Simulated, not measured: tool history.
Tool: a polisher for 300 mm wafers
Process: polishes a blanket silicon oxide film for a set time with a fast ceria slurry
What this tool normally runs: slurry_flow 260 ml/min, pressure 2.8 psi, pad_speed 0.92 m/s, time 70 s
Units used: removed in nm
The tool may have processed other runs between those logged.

run,hour,slurry_flow,pressure,pad_speed,time,"incoming thickness of the incoming film, nm",removed
1,0.0,260,2.8,0.92,51,2845.0,732.8
2,22.8,260,2.8,0.92,70,2932.8,1044.8
3,54.8,260,2.8,0.92,70,2894.7,1015.7
4,70.3,260,3.3,0.92,70,2924.6,1147.1
5,101.3,260,3.3,0.92,70,2906.7,1051.1
6,136.7,260,2.8,1.02,70,2963.8,1016.0
7,163.1,260,2.8,1.02,70,2850.7,1016.4
8,177.7,260,2.8,1.02,70,2946.6,1012.3
9,203.6,260,2.8,0.92,70,2920.3,945.6
10,231.1,260,2.8,0.92,70,2879.0,944.5
11,248.0,260,2.8,0.92,70,2912.9,940.5
12,270.1,260,2.8,0.92,70,2908.0,938.1
13,291.4,260,2.8,0.70,70,2900.4,727.1
14,313.7,260,2.8,0.70,70,2886.9,740.0
15,344.2,260,2.8,0.92,70,2958.6,952.6
16,371.7,260,3.0,0.92,70,2939.7,967.8
17,401.0,260,2.8,1.02,70,2873.7,1061.8
18,420.8,260,2.8,0.92,70,2909.2,964.9
19,443.4,260,3.3,1.04,70,2909.2,1225.2
20,462.2,260,3.5,1.18,70,2946.5,1449.5
21,479.2,320,2.4,1.20,70,2886.2,1118.1
22,511.2,260,2.0,1.22,70,2928.7,967.0
23,540.1,260,2.8,0.92,70,2881.0,954.1
24,564.8,260,2.0,1.22,70,2958.3,997.7
25,597.3,260,2.2,0.92,70,2881.0,841.6
26,616.6,345,2.8,0.92,51,2893.8,742.5
27,643.0,220,3.6,0.76,70,2879.1,987.3
28,729.8,325,2.8,1.08,62,2907.4,952.2
29,748.8,260,2.8,0.92,62,2961.4,793.5
30,791.4,235,2.4,0.74,87,2921.0,842.4
31,826.7,260,2.8,1.24,70,2897.4,1232.6
32,854.3,260,2.8,0.78,81,2951.1,922.4

Missing from the log above: 10 entries noted between runs. For each, name the pair of listed runs it sits between and say how the tool's hidden condition differs from the listed run just before to the listed run just after:
After run 1, before run 2: worn pad replaced by a new one (hour 6.8)
  deviation of the head's pressure from its setpoint, %: 12.3 -> 13.3
  measured value less the no-hidden-state value, removed: +64.2 -> +97.9 nm
After run 4, before run 5: head pressure recalibrated (hour 87.2)
  deviation of the head's pressure from its setpoint, %: 15.4 -> 0.93
  measured value less the no-hidden-state value, removed: +122.7 -> +7.5 nm
After run 7, before run 8: worn pad replaced by a new one (hour 173.3)
  deviation of the head's pressure from its setpoint, %: 1.14 -> 1.23
  measured value less the no-hidden-state value, removed: +8.9 -> +9.6 nm
After run 8, before run 9: slurry nozzle cleaned (hour 185.4)
  deviation of the head's pressure from its setpoint, %: 1.23 -> 1.43
  measured value less the no-hidden-state value, removed: +9.6 -> +10.4 nm
After run 15, before run 16: worn pad replaced by a new one (hour 349.5)
  deviation of the head's pressure from its setpoint, %: 3.39 -> 3.95
  measured value less the no-hidden-state value, removed: +24.5 -> +28.8 nm
After run 19, before run 20: slurry nozzle cleaned (hour 450.9)
  deviation of the head's pressure from its setpoint, %: 5.66 -> 6.18
  measured value less the no-hidden-state value, removed: +51.6 -> +66.4 nm
After run 22, before run 23: worn pad replaced by a new one (hour 535.6)
  deviation of the head's pressure from its setpoint, %: 7.64 -> 8.59
  measured value less the no-hidden-state value, removed: +54.2 -> +59.7 nm
After run 27, before run 28: head pressure recalibrated (hour 657.7); slurry nozzle cleaned (hour 673.1); worn pad replaced by a new one (hour 725.7)
  deviation of the head's pressure from its setpoint, %: 12.5 -> 0.783
  measured value less the no-hidden-state value, removed: +87.1 -> +5.7 nm

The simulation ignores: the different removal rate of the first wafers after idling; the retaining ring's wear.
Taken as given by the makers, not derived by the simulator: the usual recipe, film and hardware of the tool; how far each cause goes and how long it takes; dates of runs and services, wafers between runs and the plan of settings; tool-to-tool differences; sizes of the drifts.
